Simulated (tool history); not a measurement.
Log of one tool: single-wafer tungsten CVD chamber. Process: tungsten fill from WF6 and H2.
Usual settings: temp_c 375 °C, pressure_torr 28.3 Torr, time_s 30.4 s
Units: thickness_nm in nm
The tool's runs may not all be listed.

| run | day | temp_c | pressure_torr | time_s | wafers since the last listed run | hours since the last thermocouple change | hours since the last manometer calibration | hours since the showerhead was replaced | hours since the gauge calibration | read-back reference wafer on the same gauge, thickness_nm | thickness_nm |
|---|---|---|---|---|---|---|---|---|---|---|---|
| 1 | 0.000 | 375 | 28.3 | 30.4 | 0 | 1591.7 | 356.4 | 7566.0 | 725.4 | 48.628 | 51.685 |
| 2 | 2.625 | 375 | 28.3 | 27.1 | 1665 | 1654.7 | 419.4 | 7629.0 | 788.4 | 48.578 | 46.286 |
|  | 4.125 | gauge calibrated |
| 3 | 5.092 | 375 | 28.3 | 30.4 | 1564 | 1713.9 | 478.6 | 7688.2 | 23.2 | 48.616 | 51.914 |
| 4 | 7.304 | 375 | 28.3 | 30.4 | 1403 | 1767.0 | 531.7 | 7741.3 | 76.3 | 48.606 | 51.884 |
| 5 | 10.238 | 375 | 28.3 | 30.4 | 1860 | 1837.4 | 602.1 | 7811.7 | 146.7 | 48.639 | 51.970 |
| 6 | 12.608 | 375 | 32.7 | 30.4 | 1504 | 1894.3 | 659.0 | 7868.6 | 203.6 | 48.615 | 54.352 |
| 7 | 15.375 | 375 | 32.7 | 30.4 | 1755 | 1960.7 | 725.4 | 7935.0 | 270.0 | 48.624 | 54.362 |
| 8 | 17.508 | 375 | 32.7 | 30.4 | 1353 | 2011.9 | 776.6 | 7986.2 | 321.2 | 48.611 | 54.772 |
| 9 | 19.742 | 375 | 28.3 | 30.4 | 1416 | 2065.5 | 830.2 | 8039.8 | 374.8 | 48.584 | 51.812 |
| 10 | 21.829 | 375 | 28.3 | 30.4 | 1324 | 2115.6 | 880.3 | 8089.9 | 424.9 | 48.635 | 51.873 |
| 11 | 23.038 | 375 | 28.3 | 30.4 | 766 | 2144.6 | 909.3 | 8118.9 | 453.9 | 48.582 | 51.880 |
| 12 | 26.033 | 375 | 32.0 | 28.7 | 1900 | 2216.5 | 981.2 | 8190.8 | 525.8 | 48.636 | 51.349 |
| 13 | 27.129 | 375 | 28.3 | 30.4 | 695 | 2242.8 | 1007.5 | 8217.1 | 552.1 | 48.604 | 52.291 |
| 14 | 29.021 | 361 | 33.3 | 25.3 | 1200 | 2288.2 | 1052.9 | 8262.5 | 597.5 | 48.570 | 35.330 |
| 15 | 30.829 | 369 | 22.2 | 25.2 | 1147 | 2331.6 | 1096.3 | 8305.9 | 640.9 | 48.615 | 35.924 |
| 16 | 33.417 | 385 | 28.3 | 28.3 | 1641 | 2393.7 | 1158.4 | 8368.0 | 703.0 | 48.529 | 58.106 |
| 17 | 37.054 | 375 | 28.3 | 30.4 | 2307 | 2481.0 | 1245.7 | 8455.3 | 790.3 | 48.642 | 52.199 |
|  | 38.554 | showerhead replaced |
|  | 39.933 | thermocouple changed; heater temperature recalibrated |
| 18 | 39.954 | 375 | 28.3 | 24.4 | 1416 | 0.5 | 1315.3 | 33.6 | 859.9 | 48.594 | 40.588 |
| 19 | 41.162 | 361 | 28.3 | 30.4 | 766 | 29.5 | 1344.3 | 62.6 | 888.9 | 48.617 | 38.980 |
|  | 41.688 | gauge calibrated |
|  | 49.525 | capacitance manometer re-zeroed and calibrated |
| 20 | 49.712 | 375 | 28.3 | 30.4 | 5212 | 234.7 | 4.5 | 267.8 | 192.6 | 48.591 | 50.979 |
| 21 | 52.658 | 381 | 22.6 | 35.4 | 1868 | 305.4 | 75.2 | 338.5 | 263.3 | 48.573 | 61.947 |
| 22 | 53.792 | 381 | 24.3 | 33.8 | 719 | 332.6 | 102.4 | 365.7 | 290.5 | 48.620 | 60.120 |
| 23 | 56.738 | 375 | 33.6 | 30.4 | 1868 | 403.3 | 173.1 | 436.4 | 361.2 | 48.662 | 53.971 |
| 24 | 58.196 | 381 | 22.6 | 35.4 | 925 | 438.3 | 208.1 | 471.4 | 396.2 | 48.544 | 61.918 |
| 25 | 60.217 | 375 | 28.3 | 30.4 | 1282 | 486.8 | 256.6 | 519.9 | 444.7 | 48.592 | 51.259 |
| 26 | 63.167 | 375 | 28.3 | 30.4 | 1871 | 557.6 | 327.4 | 590.7 | 515.5 | 48.626 | 51.214 |

4 ways to go on from here, each from the tool as it stands after run 26. What would each give?
| A | 63.183 | 375 | 28.3 | 30.4 | 10 | 558.0 | 327.8 | 591.1 | 515.9 | ? | ? |
| B | 63.183 | 375 | 34.7 | 24.8 | 10 | 558.0 | 327.8 | 591.1 | 515.9 | ? | ? |
| C | 63.183 | 365 | 28.3 | 28.9 | 10 | 558.0 | 327.8 | 591.1 | 515.9 | ? | ? |
| D | 63.183 | 366 | 31.2 | 30.4 | 10 | 558.0 | 327.8 | 591.1 | 515.9 | ? | ? |

| run | read-back reference wafer on the same gauge, thickness_nm | thickness_nm |
|---|---|---|
| A | 48.614 | 50.995 |
| B | 48.614 | 44.472 |
| C | 48.614 | 40.258 |
| D | 48.614 | 44.571 |
Without the tool's hidden state the same runs would have given:
| run | thickness_nm |
|---|---|
| A | 50.635 |
| B | 44.158 |
| C | 39.962 |
| D | 44.245 |
